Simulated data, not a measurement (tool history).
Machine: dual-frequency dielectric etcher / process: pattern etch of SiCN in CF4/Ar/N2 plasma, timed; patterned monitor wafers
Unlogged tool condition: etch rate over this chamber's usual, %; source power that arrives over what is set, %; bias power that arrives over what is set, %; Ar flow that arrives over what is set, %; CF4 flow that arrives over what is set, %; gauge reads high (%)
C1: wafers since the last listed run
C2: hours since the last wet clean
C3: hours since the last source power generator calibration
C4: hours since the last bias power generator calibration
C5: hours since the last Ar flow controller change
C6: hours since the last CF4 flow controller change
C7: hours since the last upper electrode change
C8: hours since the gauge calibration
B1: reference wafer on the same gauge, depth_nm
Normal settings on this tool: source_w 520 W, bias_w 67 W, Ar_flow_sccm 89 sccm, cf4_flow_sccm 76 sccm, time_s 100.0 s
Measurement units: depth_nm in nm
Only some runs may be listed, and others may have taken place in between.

{"run": 1, "hour": 0.0, "source_w": 520, "bias_w": 67, "Ar_flow_sccm": 89, "cf4_flow_sccm": 76, "time_s": 100.0, "C1": 0, "C2": 328.1, "C3": 647.8, "C4": 354.4, "C5": 2462.4, "C6": 2596.2, "C7": 35.3, "C8": 576.3, "B1": 105.0, "depth_nm": 107.9}
{"run": 2, "hour": 57.6, "source_w": 520, "bias_w": 52, "Ar_flow_sccm": 89, "cf4_flow_sccm": 76, "time_s": 100.0, "C1": 468, "C2": 385.7, "C3": 705.4, "C4": 412.0, "C5": 2520.0, "C6": 2653.8, "C7": 92.9, "C8": 633.9, "B1": 105.0, "depth_nm": 96.8}
{"run": 3, "hour": 90.7, "source_w": 520, "bias_w": 67, "Ar_flow_sccm": 105, "cf4_flow_sccm": 61, "time_s": 126.0, "C1": 269, "C2": 418.8, "C3": 738.5, "C4": 445.1, "C5": 2553.1, "C6": 2686.9, "C7": 126.0, "C8": 667.0, "B1": 105.0, "depth_nm": 124.8}
{"run": 4, "hour": 136.9, "source_w": 610, "bias_w": 67, "Ar_flow_sccm": 110, "cf4_flow_sccm": 84, "time_s": 100.0, "C1": 375, "C2": 465.0, "C3": 784.7, "C4": 491.3, "C5": 2599.3, "C6": 2733.1, "C7": 172.2, "C8": 713.2, "B1": 105.1, "depth_nm": 116.0}
{"hour": 185.6, "done": "wet clean of the chamber"}
{"run": 5, "hour": 186.1, "source_w": 520, "bias_w": 67, "Ar_flow_sccm": 68, "cf4_flow_sccm": 76, "time_s": 100.0, "C1": 204, "C2": 0.5, "C3": 833.9, "C4": 540.5, "C5": 2648.5, "C6": 2782.3, "C7": 221.4, "C8": 762.4, "B1": 105.0, "depth_nm": 112.3}
{"run": 6, "hour": 231.9, "source_w": 520, "bias_w": 67, "Ar_flow_sccm": 106, "cf4_flow_sccm": 89, "time_s": 126.5, "C1": 372, "C2": 46.3, "C3": 879.7, "C4": 586.3, "C5": 2694.3, "C6": 2828.1, "C7": 267.2, "C8": 808.2, "B1": 105.1, "depth_nm": 132.1}
{"run": 7, "hour": 264.1, "source_w": 440, "bias_w": 67, "Ar_flow_sccm": 89, "cf4_flow_sccm": 76, "time_s": 81.0, "C1": 261, "C2": 78.5, "C3": 911.9, "C4": 618.5, "C5": 2726.5, "C6": 2860.3, "C7": 299.4, "C8": 840.4, "B1": 105.0, "depth_nm": 78.3}
{"run": 8, "hour": 307.2, "source_w": 570, "bias_w": 67, "Ar_flow_sccm": 80, "cf4_flow_sccm": 60, "time_s": 100.0, "C1": 350, "C2": 121.6, "C3": 955.0, "C4": 661.6, "C5": 2769.6, "C6": 2903.4, "C7": 342.5, "C8": 883.5, "B1": 105.0, "depth_nm": 109.6}
{"run": 9, "hour": 347.8, "source_w": 520, "bias_w": 67, "Ar_flow_sccm": 105, "cf4_flow_sccm": 58, "time_s": 111.0, "C1": 329, "C2": 162.2, "C3": 995.6, "C4": 702.2, "C5": 2810.2, "C6": 2944.0, "C7": 383.1, "C8": 924.1, "B1": 105.0, "depth_nm": 107.4}
{"hour": 406.4, "done": "CF4 flow controller replaced"}
{"hour": 407.6, "done": "Ar flow controller replaced"}
{"run": 10, "hour": 408.9, "source_w": 520, "bias_w": 67, "Ar_flow_sccm": 89, "cf4_flow_sccm": 76, "time_s": 100.0, "C1": 438, "C2": 223.3, "C3": 1056.7, "C4": 763.3, "C5": 1.3, "C6": 2.5, "C7": 444.2, "C8": 985.2, "B1": 105.1, "depth_nm": 109.0}
{"run": 11, "hour": 446.3, "source_w": 520, "bias_w": 67, "Ar_flow_sccm": 89, "cf4_flow_sccm": 82, "time_s": 100.0, "C1": 303, "C2": 260.7, "C3": 1094.1, "C4": 800.7, "C5": 38.7, "C6": 39.9, "C7": 481.6, "C8": 1022.6, "B1": 105.1, "depth_nm": 112.5}
{"run": 12, "hour": 490.0, "source_w": 520, "bias_w": 74, "Ar_flow_sccm": 89, "cf4_flow_sccm": 76, "time_s": 100.0, "C1": 355, "C2": 304.4, "C3": 1137.8, "C4": 844.4, "C5": 82.4, "C6": 83.6, "C7": 525.3, "C8": 1066.3, "B1": 105.0, "depth_nm": 115.2}
{"run": 13, "hour": 559.0, "source_w": 400, "bias_w": 81, "Ar_flow_sccm": 89, "cf4_flow_sccm": 91, "time_s": 89.5, "C1": 560, "C2": 373.4, "C3": 1206.8, "C4": 913.4, "C5": 151.4, "C6": 152.6, "C7": 594.3, "C8": 1135.3, "B1": 105.0, "depth_nm": 97.8}
{"run": 14, "hour": 603.8, "source_w": 520, "bias_w": 67, "Ar_flow_sccm": 89, "cf4_flow_sccm": 76, "time_s": 100.0, "C1": 364, "C2": 418.2, "C3": 1251.6, "C4": 958.2, "C5": 196.2, "C6": 197.4, "C7": 639.1, "C8": 1180.1, "B1": 104.9, "depth_nm": 112.1}
{"run": 15, "hour": 644.8, "source_w": 520, "bias_w": 67, "Ar_flow_sccm": 108, "cf4_flow_sccm": 76, "time_s": 100.0, "C1": 333, "C2": 459.2, "C3": 1292.6, "C4": 999.2, "C5": 237.2, "C6": 238.4, "C7": 680.1, "C8": 1221.1, "B1": 105.1, "depth_nm": 107.9}
{"run": 16, "hour": 687.5, "source_w": 520, "bias_w": 67, "Ar_flow_sccm": 89, "cf4_flow_sccm": 76, "time_s": 100.0, "C1": 347, "C2": 501.9, "C3": 1335.3, "C4": 1041.9, "C5": 279.9, "C6": 281.1, "C7": 722.8, "C8": 1263.8, "B1": 105.1, "depth_nm": 112.0}
{"hour": 731.6, "done": "wet clean of the chamber"}
{"run": 17, "hour": 752.6, "source_w": 520, "bias_w": 67, "Ar_flow_sccm": 99, "cf4_flow_sccm": 76, "time_s": 100.0, "C1": 334, "C2": 21.0, "C3": 1400.4, "C4": 1107.0, "C5": 345.0, "C6": 346.2, "C7": 787.9, "C8": 1328.9, "B1": 105.0, "depth_nm": 104.8}
{"run": 18, "hour": 870.1, "source_w": 520, "bias_w": 67, "Ar_flow_sccm": 79, "cf4_flow_sccm": 87, "time_s": 88.5, "C1": 955, "C2": 138.5, "C3": 1517.9, "C4": 1224.5, "C5": 462.5, "C6": 463.7, "C7": 905.4, "C8": 1446.4, "B1": 104.9, "depth_nm": 101.2}
{"run": 19, "hour": 913.7, "source_w": 520, "bias_w": 67, "Ar_flow_sccm": 89, "cf4_flow_sccm": 76, "time_s": 100.0, "C1": 354, "C2": 182.1, "C3": 1561.5, "C4": 1268.1, "C5": 506.1, "C6": 507.3, "C7": 949.0, "C8": 1490.0, "B1": 105.2, "depth_nm": 108.8}
{"run": 20, "hour": 1020.7, "source_w": 520, "bias_w": 67, "Ar_flow_sccm": 98, "cf4_flow_sccm": 92, "time_s": 100.0, "C1": 869, "C2": 289.1, "C3": 1668.5, "C4": 1375.1, "C5": 613.1, "C6": 614.3, "C7": 1056.0, "C8": 1597.0, "B1": 105.0, "depth_nm": 111.4}

Selected run-to-run steps in depth_nm, each split into two signed amounts: the part the tool would show with no hidden state at all (from settings, incoming material and random variation), and the remainder, which goes to the hidden state together with any gauge scatter not common to the measured and the hidden-state-free results:
Run 6 -> 7: source_w 520 -> 440, Ar_flow_sccm 106 -> 89, cf4_flow_sccm 89 -> 76, time_s 126.5 -> 81.0. depth_nm -53.8 nm: hidden state +1.1, all else -54.9.
Run 7 -> 8: source_w 440 -> 570, Ar_flow_sccm 89 -> 80, cf4_flow_sccm 76 -> 60, time_s 81.0 -> 100.0. depth_nm +31.3 nm: hidden state -0.1, all else +31.4.
Run 9 -> 10: Ar_flow_sccm 105 -> 89, cf4_flow_sccm 58 -> 76, time_s 111.0 -> 100.0, CF4 flow controller replaced, Ar flow controller replaced. depth_nm +1.6 nm: hidden state +3.4, all else -1.8.
Run 16 -> 17: Ar_flow_sccm 89 -> 99, wet clean of the chamber. depth_nm -7.2 nm: hidden state -4.8, all else -2.4.
